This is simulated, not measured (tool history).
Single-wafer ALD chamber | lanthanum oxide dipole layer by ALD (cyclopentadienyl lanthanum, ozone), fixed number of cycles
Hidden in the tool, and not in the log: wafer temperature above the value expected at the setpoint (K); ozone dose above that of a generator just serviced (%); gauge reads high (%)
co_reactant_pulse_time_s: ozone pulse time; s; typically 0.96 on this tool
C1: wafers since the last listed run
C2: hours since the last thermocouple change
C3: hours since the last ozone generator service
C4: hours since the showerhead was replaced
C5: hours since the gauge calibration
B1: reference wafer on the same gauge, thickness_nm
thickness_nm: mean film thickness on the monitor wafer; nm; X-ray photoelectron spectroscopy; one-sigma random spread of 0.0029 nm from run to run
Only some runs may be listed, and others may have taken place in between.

{"run": 1, "hour": 0.0, "co_reactant_pulse_time_s": 0.83, "C1": 0, "C2": 2284.3, "C3": 91, "C4": 6263.4, "C5": 105.5, "B1": 0.58, "thickness_nm": 0.499}
{"run": 2, "hour": 48.4, "co_reactant_pulse_time_s": 0.83, "C1": 504, "C2": 2332.7, "C3": 139.4, "C4": 6311.8, "C5": 153.9, "B1": 0.579, "thickness_nm": 0.496}
{"run": 3, "hour": 84.9, "co_reactant_pulse_time_s": 0.96, "C1": 380, "C2": 2369.2, "C3": 175.9, "C4": 6348.3, "C5": 190.4, "B1": 0.579, "thickness_nm": 0.516}
{"run": 4, "hour": 133.5, "co_reactant_pulse_time_s": 0.96, "C1": 506, "C2": 2417.8, "C3": 224.5, "C4": 6396.9, "C5": 239, "B1": 0.579, "thickness_nm": 0.517}
{"run": 5, "hour": 166.6, "co_reactant_pulse_time_s": 0.96, "C1": 344, "C2": 2450.9, "C3": 257.6, "C4": 6430, "C5": 272.1, "B1": 0.58, "thickness_nm": 0.515}
{"run": 6, "hour": 200.0, "co_reactant_pulse_time_s": 0.96, "C1": 348, "C2": 2484.3, "C3": 291, "C4": 6463.4, "C5": 305.5, "B1": 0.579, "thickness_nm": 0.514}
{"run": 7, "hour": 238.1, "co_reactant_pulse_time_s": 0.96, "C1": 397, "C2": 2522.4, "C3": 329.1, "C4": 6501.5, "C5": 343.6, "B1": 0.578, "thickness_nm": 0.516}
{"run": 8, "hour": 262.8, "co_reactant_pulse_time_s": 0.86, "C1": 257, "C2": 2547.1, "C3": 353.8, "C4": 6526.2, "C5": 368.3, "B1": 0.58, "thickness_nm": 0.5}
{"run": 9, "hour": 331.1, "co_reactant_pulse_time_s": 1.09, "C1": 711, "C2": 2615.4, "C3": 422.1, "C4": 6594.5, "C5": 436.6, "B1": 0.579, "thickness_nm": 0.531}
{"run": 10, "hour": 366.8, "co_reactant_pulse_time_s": 1.24, "C1": 372, "C2": 2651.1, "C3": 457.8, "C4": 6630.2, "C5": 472.3, "B1": 0.579, "thickness_nm": 0.544}
{"run": 11, "hour": 423.7, "co_reactant_pulse_time_s": 1.24, "C1": 593, "C2": 2708, "C3": 514.7, "C4": 6687.1, "C5": 529.2, "B1": 0.579, "thickness_nm": 0.537}
{"run": 12, "hour": 490.0, "co_reactant_pulse_time_s": 1.24, "C1": 690, "C2": 2774.3, "C3": 581, "C4": 6753.4, "C5": 595.5, "B1": 0.579, "thickness_nm": 0.541}
{"run": 13, "hour": 558.9, "co_reactant_pulse_time_s": 0.85, "C1": 718, "C2": 2843.2, "C3": 649.9, "C4": 6822.3, "C5": 664.4, "B1": 0.578, "thickness_nm": 0.494}
{"hour": 570.6, "done": "ozone generator serviced"}
{"run": 14, "hour": 590.2, "co_reactant_pulse_time_s": 0.85, "C1": 242, "C2": 2874.5, "C3": 19.6, "C4": 6853.6, "C5": 695.7, "B1": 0.579, "thickness_nm": 0.483}
{"hour": 624.9, "done": "gauge calibrated"}
{"run": 15, "hour": 653.4, "co_reactant_pulse_time_s": 0.96, "C1": 658, "C2": 2937.7, "C3": 82.8, "C4": 6916.8, "C5": 28.5, "B1": 0.579, "thickness_nm": 0.504}
{"run": 16, "hour": 715.5, "co_reactant_pulse_time_s": 1.27, "C1": 647, "C2": 2999.8, "C3": 144.9, "C4": 6978.9, "C5": 90.6, "B1": 0.579, "thickness_nm": 0.537}
{"run": 17, "hour": 766.1, "co_reactant_pulse_time_s": 0.96, "C1": 527, "C2": 3050.4, "C3": 195.5, "C4": 7029.5, "C5": 141.2, "B1": 0.58, "thickness_nm": 0.494}
{"hour": 838.4, "done": "thermocouple changed; heater temperature recalibrated"}
{"run": 18, "hour": 838.9, "co_reactant_pulse_time_s": 1.13, "C1": 675, "C2": 0.5, "C3": 268.3, "C4": 7102.3, "C5": 214, "B1": 0.579, "thickness_nm": 0.516}
{"hour": 867.2, "done": "ozone generator serviced, repeated, since the last time left the tool worse"}
{"run": 19, "hour": 889.2, "co_reactant_pulse_time_s": 0.59, "C1": 440, "C2": 50.8, "C3": 22, "C4": 7152.6, "C5": 264.3, "B1": 0.578, "thickness_nm": 0.452}
{"hour": 925.6, "done": "showerhead replaced"}
{"run": 20, "hour": 926.0, "co_reactant_pulse_time_s": 1.26, "C1": 300, "C2": 87.6, "C3": 58.8, "C4": 0.4, "C5": 301.1, "B1": 0.579, "thickness_nm": 0.544}
{"run": 21, "hour": 961.2, "co_reactant_pulse_time_s": 0.81, "C1": 366, "C2": 122.8, "C3": 94, "C4": 35.6, "C5": 336.3, "B1": 0.579, "thickness_nm": 0.491}
{"run": 22, "hour": 998.0, "co_reactant_pulse_time_s": 1.17, "C1": 383, "C2": 159.6, "C3": 130.8, "C4": 72.4, "C5": 373.1, "B1": 0.579, "thickness_nm": 0.545}
{"run": 23, "hour": 1055.1, "co_reactant_pulse_time_s": 0.63, "C1": 595, "C2": 216.7, "C3": 187.9, "C4": 129.5, "C5": 430.2, "B1": 0.578, "thickness_nm": 0.462}
{"run": 24, "hour": 1126.8, "co_reactant_pulse_time_s": 1.21, "C1": 747, "C2": 288.4, "C3": 259.6, "C4": 201.2, "C5": 501.9, "B1": 0.578, "thickness_nm": 0.545}
{"run": 25, "hour": 1171.2, "co_reactant_pulse_time_s": 0.62, "C1": 462, "C2": 332.8, "C3": 304, "C4": 245.6, "C5": 546.3, "B1": 0.578, "thickness_nm": 0.455}
{"run": 26, "hour": 1200.0, "co_reactant_pulse_time_s": 1.28, "C1": 300, "C2": 361.6, "C3": 332.8, "C4": 274.4, "C5": 575.1, "B1": 0.578, "thickness_nm": 0.552}

Expected results for the next run?
{"run": 27, "hour": 1247.6, "co_reactant_pulse_time_s": 1.23, "C1": 496, "C2": 409.2, "C3": 380.4, "C4": 322, "C5": 622.7, "B1": "?", "thickness_nm": "?"}

Logged for run 27: B1 0.58, thickness_nm 0.549 nm.
If the tool had no hidden condition, the same run with the same run-to-run variation would have returned thickness_nm 0.552 nm.

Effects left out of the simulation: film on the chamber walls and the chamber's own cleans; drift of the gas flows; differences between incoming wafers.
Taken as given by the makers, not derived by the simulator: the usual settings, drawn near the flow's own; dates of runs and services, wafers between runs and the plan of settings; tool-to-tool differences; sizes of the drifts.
